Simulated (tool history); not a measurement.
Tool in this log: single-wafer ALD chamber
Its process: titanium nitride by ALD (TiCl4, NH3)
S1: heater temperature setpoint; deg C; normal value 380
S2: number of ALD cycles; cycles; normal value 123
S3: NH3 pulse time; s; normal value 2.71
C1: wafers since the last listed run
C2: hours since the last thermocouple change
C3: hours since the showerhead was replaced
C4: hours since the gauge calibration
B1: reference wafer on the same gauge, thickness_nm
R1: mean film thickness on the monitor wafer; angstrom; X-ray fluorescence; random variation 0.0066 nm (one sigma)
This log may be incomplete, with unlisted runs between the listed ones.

Run 1, hour 0.0: usual settings; C1 0; C2 1220.4; C3 3513.6; C4 453.0; B1 3.080. Result: R1 26.69 angstrom.
Run 2, hour 39.6: usual settings; C1 96; C2 1260.0; C3 3553.2; C4 492.6; B1 3.086. Result: R1 26.67 angstrom.
Run 3, hour 136.1: usual settings; C1 234; C2 1356.5; C3 3649.7; C4 589.1; B1 3.089. Result: R1 26.81 angstrom.
Run 4, hour 177.1: usual settings; C1 99; C2 1397.5; C3 3690.7; C4 630.1; B1 3.093. Result: R1 26.76 angstrom.
Run 5, hour 244.6: usual settings; C1 164; C2 1465.0; C3 3758.2; C4 697.6; B1 3.089. Result: R1 26.62 angstrom.
At hour 330.4: thermocouple changed; heater temperature recalibrated.
Run 6, hour 344.0: usual settings but S1 373 deg C, S3 3.28 s; C1 222; C2 13.6; C3 3857.6; C4 797.0; B1 3.091. Result: R1 26.86 angstrom.
Run 7, hour 418.1: usual settings; C1 180; C2 87.7; C3 3931.7; C4 871.1; B1 3.097. Result: R1 26.78 angstrom.
Run 8, hour 503.8: usual settings but S2 135 cycles, S3 3.52 s; C1 208; C2 173.4; C3 4017.4; C4 956.8; B1 3.094. Result: R1 29.74 angstrom.
Run 9, hour 573.2: usual settings; C1 168; C2 242.8; C3 4086.8; C4 1026.2; B1 3.096. Result: R1 26.81 angstrom.
At hour 654.5: showerhead replaced.
Run 10, hour 655.0: usual settings; C1 179; C2 324.6; C3 0.5; C4 1108.0; B1 3.099. Result: R1 26.81 angstrom.
Run 11, hour 689.9: usual settings but S1 391 deg C, S3 3.29 s; C1 84; C2 359.5; C3 35.4; C4 1142.9; B1 3.093. Result: R1 27.07 angstrom.
At hour 700.9: gauge calibrated.
Run 12, hour 793.4: usual settings but S3 3.74 s; C1 251; C2 463.0; C3 138.9; C4 92.5; B1 3.068. Result: R1 26.83 angstrom.
Run 13, hour 885.5: usual settings but S1 395 deg C; C1 223; C2 555.1; C3 231.0; C4 184.6; B1 3.075. Result: R1 26.94 angstrom.
Run 14, hour 941.9: usual settings; C1 137; C2 611.5; C3 287.4; C4 241.0; B1 3.076. Result: R1 26.67 angstrom.

What if the next run were any one of these 5? Each begins from the tool's condition after run 14:
Run A, hour 942.6: usual settings but S2 138 cycles; C1 1; C2 612.2; C3 288.1; C4 241.7; B1 ?. Result: R1 ?.
Run B, hour 942.6: usual settings but S1 393 deg C, S2 109 cycles, S3 1.70 s; C1 1; C2 612.2; C3 288.1; C4 241.7; B1 ?. Result: R1 ?.
Run C, hour 942.6: usual settings but S1 367 deg C; C1 1; C2 612.2; C3 288.1; C4 241.7; B1 ?. Result: R1 ?.
Run D, hour 942.6: usual settings but S2 104 cycles; C1 1; C2 612.2; C3 288.1; C4 241.7; B1 ?. Result: R1 ?.
Run E, hour 942.6: usual settings but S1 366 deg C, S2 132 cycles, S3 2.26 s; C1 1; C2 612.2; C3 288.1; C4 241.7; B1 ?. Result: R1 ?.

run     B1     R1
  A  3.076  30.10
  B  3.076  23.58
  C  3.076  26.40
  D  3.076  22.68
  E  3.076  27.99
With the hidden condition removed and each run's random variation left untouched, the same runs would have given:
run     R1
  A  29.94
  B  23.46
  C  26.26
  D  22.56
  E  27.84
